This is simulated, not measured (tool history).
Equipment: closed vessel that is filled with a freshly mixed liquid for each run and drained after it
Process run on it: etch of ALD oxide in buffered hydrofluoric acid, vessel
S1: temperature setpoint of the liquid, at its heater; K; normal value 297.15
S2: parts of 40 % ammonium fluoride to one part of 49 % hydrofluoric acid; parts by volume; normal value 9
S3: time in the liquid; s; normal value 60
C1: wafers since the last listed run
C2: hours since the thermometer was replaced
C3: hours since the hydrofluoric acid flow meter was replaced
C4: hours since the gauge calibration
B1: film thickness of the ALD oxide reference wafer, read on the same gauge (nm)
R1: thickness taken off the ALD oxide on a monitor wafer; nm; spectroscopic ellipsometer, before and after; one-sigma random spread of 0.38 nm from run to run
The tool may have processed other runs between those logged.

run,hour,S1,S2,S3,C1,C2,C3,C4,B1,R1
1,0,297.15,9,60,0,1887.8,1747.3,211.2,90.02,109.5
2,7.6,297.15,9,60,831,1895.4,1754.9,218.8,89.97,109.99
3,19,297.15,9,60,1247,1906.8,1766.3,230.2,89.98,110.6
4,54.8,297.15,9,60,3918,1942.6,1802.1,266,89.98,109.64
5,71.8,297.15,9,60,1860,1959.6,1819.1,283,90.02,110.42
6,85,297.15,9,50,1444,1972.8,1832.3,296.2,90.03,91.99
7,98.2,297.15,9,50,1444,1986,1845.5,309.4,90.03,91.57
8,109.1,297.15,9,60,1193,1996.9,1856.4,320.3,90.01,110.18
9,120.1,297.15,9,60,1204,2007.9,1867.4,331.3,90.04,109.79
# hour 130: hydrofluoric acid flow meter replaced
10,134.8,297.15,9,60,1499,2022.6,4.8,346,90.02,110.61
11,149.6,295.15,9,60,1620,2037.4,19.6,360.8,89.99,98.68
12,162.6,295.15,9,60,1423,2050.4,32.6,373.8,89.98,98.88
13,175.7,297.15,6.5,60,1433,2063.5,45.7,386.9,90.02,154.61
14,185.7,294.65,9,60,1094,2073.5,55.7,396.9,89.99,96.86
15,196,294.65,9,60,1127,2083.8,66,407.2,90.03,96.04
16,206,294.65,7,80,1094,2093.8,76,417.2,89.98,169.92
17,212.6,297.15,9,60,722,2100.4,82.6,423.8,90.04,110.92
# hour 217.1: thermometer replaced
18,224.6,299.65,7,80,1204,7.5,94.6,435.8,90,203.06
19,238.4,299.65,7,90,1510,21.3,108.4,449.6,90.03,229.1
20,250.2,294.15,9,75,1291,33.1,120.2,461.4,89.98,108.18
21,261.7,297.15,8,60,1258,44.6,131.7,472.9,90,114.93
22,274.8,297.15,10.5,35,1433,57.7,144.8,486,90.01,52.97
23,282.3,292.15,12,45,820,65.2,152.3,493.5,89.99,45.46
24,314.2,297.15,9,60,3491,97.1,184.2,525.4,89.99,102
# hour 318.4: gauge calibrated
25,324.6,292.65,12.5,80,1138,107.5,194.6,6.2,89.96,80.51
26,336.6,297.15,9,60,1313,119.5,206.6,18.2,89.99,101.88
27,353.8,297.15,9,60,1882,136.7,223.8,35.4,90,102.24
28,371.4,292.65,6.5,85,1926,154.3,241.4,53,89.99,158.87
29,388.7,297.15,9,60,1893,171.6,258.7,70.3,89.97,102.44
30,395.6,295.65,10.5,60,755,178.5,265.6,77.2,89.99,84
31,412.8,301.15,9,80,1882,195.7,282.8,94.4,90,169.53
32,428.4,295.65,9,35,1707,211.3,298.4,110,89.96,54.93
33,479.7,298.65,6.5,85,5615,262.6,349.7,161.3,90.05,220.51
34,488.4,301.65,12.5,60,952,271.3,358.4,170,89.98,98.27
35,501.9,299.15,9,60,1477,284.8,371.9,183.5,89.97,114.54

Give the tool's hidden conditions for every run:
hydrofluoric acid flow above the setpoint (%): 0, the same for each run
gauge reads high (%): 0, the same for each run
H1: liquid hotter than its thermometer reads (K)
run,H1
1,1.68
2,1.69
3,1.7
4,1.73
5,1.74
6,1.75
7,1.76
8,1.77
9,1.78
10,1.8
11,1.81
12,1.82
13,1.83
14,1.84
15,1.85
16,1.86
17,1.86
18,0.262
19,0.274
20,0.284
21,0.294
22,0.305
23,0.311
24,0.338
25,0.347
26,0.357
27,0.371
28,0.386
29,0.401
30,0.406
31,0.421
32,0.434
33,0.477
34,0.485
35,0.496
